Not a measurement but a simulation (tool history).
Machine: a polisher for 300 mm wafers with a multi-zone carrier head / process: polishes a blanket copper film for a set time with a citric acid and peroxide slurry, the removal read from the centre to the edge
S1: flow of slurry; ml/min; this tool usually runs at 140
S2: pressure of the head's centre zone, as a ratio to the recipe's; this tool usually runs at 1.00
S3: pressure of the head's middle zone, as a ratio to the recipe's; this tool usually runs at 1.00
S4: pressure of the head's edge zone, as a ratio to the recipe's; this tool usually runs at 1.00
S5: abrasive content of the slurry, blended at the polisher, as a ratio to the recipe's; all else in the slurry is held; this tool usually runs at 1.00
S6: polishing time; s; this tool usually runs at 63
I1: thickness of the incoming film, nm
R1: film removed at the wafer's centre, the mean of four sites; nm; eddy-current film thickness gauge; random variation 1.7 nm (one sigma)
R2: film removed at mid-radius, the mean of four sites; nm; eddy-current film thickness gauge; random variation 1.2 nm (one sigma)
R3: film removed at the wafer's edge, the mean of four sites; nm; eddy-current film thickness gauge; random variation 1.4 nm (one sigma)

run,hour,S1,S2,S3,S4,S5,S6,I1,R1,R2,R3
1,0.0,140,1.00,1.00,1.00,1.00,63,1103.2,132.5,130.3,127.9
2,54.5,140,1.00,1.00,1.00,1.00,63,1119.3,131.3,129.4,128.3
3,79.5,140,1.00,1.00,1.00,1.00,63,1141.8,130.0,131.0,125.8
4,93.6,140,1.00,1.00,0.88,1.00,63,1120.7,126.9,129.9,122.7
# hour 119.4: slurry nozzle cleaned
# hour 123.4: worn pad replaced by a new one
5,123.9,140,1.00,1.00,1.00,1.00,63,1112.6,126.9,131.1,127.3
6,158.2,140,1.00,1.05,1.00,1.00,63,1135.9,126.3,134.4,126.2
7,193.5,140,1.06,1.00,1.00,1.00,80,1131.8,168.9,167.5,161.1
8,219.3,140,1.00,0.96,1.00,1.00,63,1125.7,123.2,124.9,125.9
# hour 222.0: edge zone pressure recalibrated
9,236.4,140,0.94,1.11,1.00,1.00,63,1112.0,112.2,144.1,125.4
10,249.6,140,1.00,1.00,1.00,1.00,63,1114.4,121.7,130.7,126.7
11,263.2,110,1.00,1.00,1.00,1.10,69,1120.3,132.6,142.1,137.5
# hour 275.9: carrier head's membrane replaced by a new one
# hour 290.6: worn pad replaced by a new one
12,339.0,140,1.00,1.00,1.00,1.00,63,1103.5,119.1,130.6,128.4
# hour 372.6: centre zone pressure recalibrated
13,373.1,140,1.00,1.00,1.00,1.00,63,1117.3,133.8,132.7,130.1
14,398.5,140,0.96,1.00,1.00,1.00,63,1124.0,127.8,131.5,128.0
15,430.7,105,0.90,1.12,1.00,1.00,72,1133.0,126.7,156.3,144.8
# hour 453.8: worn pad replaced by a new one
16,456.5,140,1.00,1.00,1.00,0.85,47,1122.0,92.4,93.6,89.7
17,487.6,140,1.00,1.00,1.00,1.00,63,1118.8,131.9,131.2,127.9
# hour 490.4: edge zone pressure recalibrated
# hour 497.4: slurry nozzle cleaned
18,522.8,125,0.89,1.00,1.00,0.75,83,1103.4,135.4,155.3,154.2
19,548.9,140,1.09,1.00,1.00,1.15,63,1127.4,143.2,135.8,131.5
20,568.6,140,0.94,1.11,1.00,1.00,63,1116.9,119.7,140.9,128.7

Branching from run 20: 5 alternative next runs. What would each branch give?
A,569.0,140,1.00,1.00,1.00,1.00,63,1111.6,?,?,?
B,569.0,140,1.00,1.00,1.00,1.25,73,1111.6,?,?,?
C,569.0,140,1.00,1.00,1.00,0.75,63,1111.6,?,?,?
D,569.0,140,1.00,1.07,1.12,1.00,63,1111.6,?,?,?
E,569.0,140,0.90,1.00,1.00,1.00,63,1111.6,?,?,?

run,R1,R2,R3
A,126.9,129.4,128.8
B,156.2,159.2,158.5
C,117.2,119.5,118.9
D,127.0,137.0,134.8
E,114.1,129.4,128.8
Stripped of hidden state, with their random variation kept, the same runs would have yielded:
run,R1,R2,R3
A,136.3,129.3,128.8
B,167.7,159.1,158.5
C,125.8,119.4,118.9
D,136.4,137.0,134.8
E,122.6,129.4,128.8
